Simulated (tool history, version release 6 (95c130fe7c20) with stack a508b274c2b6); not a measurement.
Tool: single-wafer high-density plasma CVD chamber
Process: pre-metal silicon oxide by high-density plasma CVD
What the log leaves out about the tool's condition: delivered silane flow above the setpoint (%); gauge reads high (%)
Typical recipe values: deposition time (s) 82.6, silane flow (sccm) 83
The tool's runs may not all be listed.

run    hour  deposition time (s)  silane flow (sccm)  wafers since the last listed run  hours since the silane flow controller was replaced  hours since the gauge calibration  read-back reference wafer on the same gauge, thickness_nm  mean film thickness on the monitor wafer (angstrom)
  1     0.0                 82.6                  83                                 0                                               3916.5                             1039.3                                                    708.876                                              6739.10
  2    79.8                 82.6                  83                               928                                               3996.3                             1119.1                                                    708.654                                              6757.99
  3   159.8                 82.6                  88                               931                                               4076.3                             1199.1                                                    709.177                                              7173.09
  4   197.9                 82.6                  88                               443                                               4114.4                             1237.2                                                    709.850                                              7155.22
  5   260.3                 82.6                  83                               726                                               4176.8                             1299.6                                                    709.225                                              6767.95
  6   301.2                 82.6                  83                               476                                               4217.7                             1340.5                                                    708.701                                              6790.75
  7   363.1                 82.6                  83                               720                                               4279.6                             1402.4                                                    709.263                                              6792.84
  8   464.3                 82.6                  71                              1177                                               4380.8                             1503.6                                                    708.752                                              5828.41
  9   528.0                 82.6                  71                               741                                               4444.5                             1567.3                                                    709.166                                              5851.03
 10   590.3                 90.0                  95                               725                                               4506.8                             1629.6                                                    709.738                                              8416.24
 11   693.8                 90.0                  95                              1204                                               4610.3                             1733.1                                                    708.672                                              8465.61
 12   762.1                 71.5                  93                               795                                               4678.6                             1801.4                                                    708.880                                              6560.95
 13   850.9                 82.6                  83                              1033                                               4767.4                             1890.2                                                    708.517                                              6804.19
 14   951.1                 82.6                  83                              1166                                               4867.6                             1990.4                                                    709.729                                              6793.99
 15  1052.9                 82.6                  83                              1184                                               4969.4                             2092.2                                                    708.362                                              6822.02
 16  1137.7                 82.6                  83                               987                                               5054.2                             2177.0                                                    709.539                                              6798.02
 17  1199.8                 82.6                  83                               722                                               5116.3                             2239.1                                                    708.842                                              6804.71
 18  1258.6                 70.4                  83                               684                                               5175.1                             2297.9                                                    709.319                                              5793.12
 19  1349.7                 82.6                  83                              1060                                               5266.2                             2389.0                                                    708.591                                              6815.57
     1363.6  -- silane flow controller replaced
 20  1421.1                 82.6                  83                               737                                                 57.5                             2460.4                                                    708.900                                              6598.70
 21  1476.5                 82.6                  83                               644                                                112.9                             2515.8                                                    708.599                                              6667.26
 22  1527.8                 95.7                  72                               597                                                164.2                             2567.1                                                    709.542                                              6713.85
 23  1568.2                 98.2                  87                               470                                                204.6                             2607.5                                                    710.000                                              8280.96
 24  1668.1                 90.1                  89                              1162                                                304.5                             2707.4                                                    709.014                                              7761.80
 25  1743.4                 94.3                  76                               876                                                379.8                             2782.7                                                    708.308                                              6994.16
 26  1826.0                 97.7                  95                               961                                                462.4                             2865.3                                                    708.641                                              8973.98
 27  1888.4                 82.6                  83                               726                                                524.8                             2927.7                                                    709.433                                              6663.85
 28  1942.2                 82.6                  83                               626                                                578.6                             2981.5                                                    709.851                                              6683.72
 29  2039.2                 74.5                  77                              1129                                                675.6                             3078.5                                                    708.222                                              5579.01
 30  2119.2                 82.6                  83                               931                                                755.6                             3158.5                                                    708.889                                              6663.90
     2145.4  -- gauge calibrated
 31  2217.3                 98.0                  92                              1141                                                853.7                               71.9                                                    709.151                                              8759.68
 32  2424.4                 74.4                  99                              2410                                               1060.8                              279.0                                                    708.745                                              7161.71
 33  2577.5                 98.9                  67                              1782                                               1213.9                              432.1                                                    708.042                                              6518.13
 34  2677.1                 89.4                  90                              1159                                               1313.5                              531.7                                                    709.198                                              7821.65
 35  2718.0                 82.6                  72                               476                                               1354.4                              572.6                                                    709.731                                              5798.95
 36  2757.5                 90.9                  73                               459                                               1393.9                              612.1                                                    708.677                                              6491.43
 37  2863.5                 82.6                  68                              1233                                               1499.9                              718.1                                                    709.331                                              5501.52
 38  2930.8                 82.6                  91                               783                                               1567.2                              785.4                                                    708.854                                              7343.03
 39  2981.7                 82.6                  90                               592                                               1618.1                              836.3                                                    709.142                                              7272.27
 40  3048.5                 82.6                  83                               777                                               1684.9                              903.1                                                    709.681                                              6682.95
 41  3147.4                 68.8                  83                              1151                                               1783.8                             1002.0                                                    709.888                                              5589.49
 42  3325.0                 82.6                  83                              2067                                               1961.4                             1179.6                                                    709.520                                              6715.60
 43  3385.8                 87.0                  70                               707                                               2022.2                             1240.4                                                    709.138                                              5970.13
 44  3484.5                 82.6                  99                              1148                                               2120.9                             1339.1                                                    708.343                                              8001.72
 45  3562.8                 75.7                  89                               911                                               2199.2                             1417.4                                                    708.835                                              6568.88
 46  3599.0                 82.6                  83                               421                                               2235.4                             1453.6                                                    708.830                                              6688.83

How the hidden state differs across the entries between the runs, from the last listed run before each to the first after it:
After run 19, before run 20: silane flow controller replaced (hour 1363.6)
  delivered silane flow above the setpoint (%): 2.46 -> -0.274
  measured value less the no-hidden-state value, mean film thickness on the monitor wafer (angstrom): +160.83 -> -17.81
After run 30, before run 31: gauge calibrated (hour 2145.4)
  delivered silane flow above the setpoint (%): 0.0985 -> 0.151
  measured value less the no-hidden-state value, mean film thickness on the monitor wafer (angstrom): +6.44 -> +12.96

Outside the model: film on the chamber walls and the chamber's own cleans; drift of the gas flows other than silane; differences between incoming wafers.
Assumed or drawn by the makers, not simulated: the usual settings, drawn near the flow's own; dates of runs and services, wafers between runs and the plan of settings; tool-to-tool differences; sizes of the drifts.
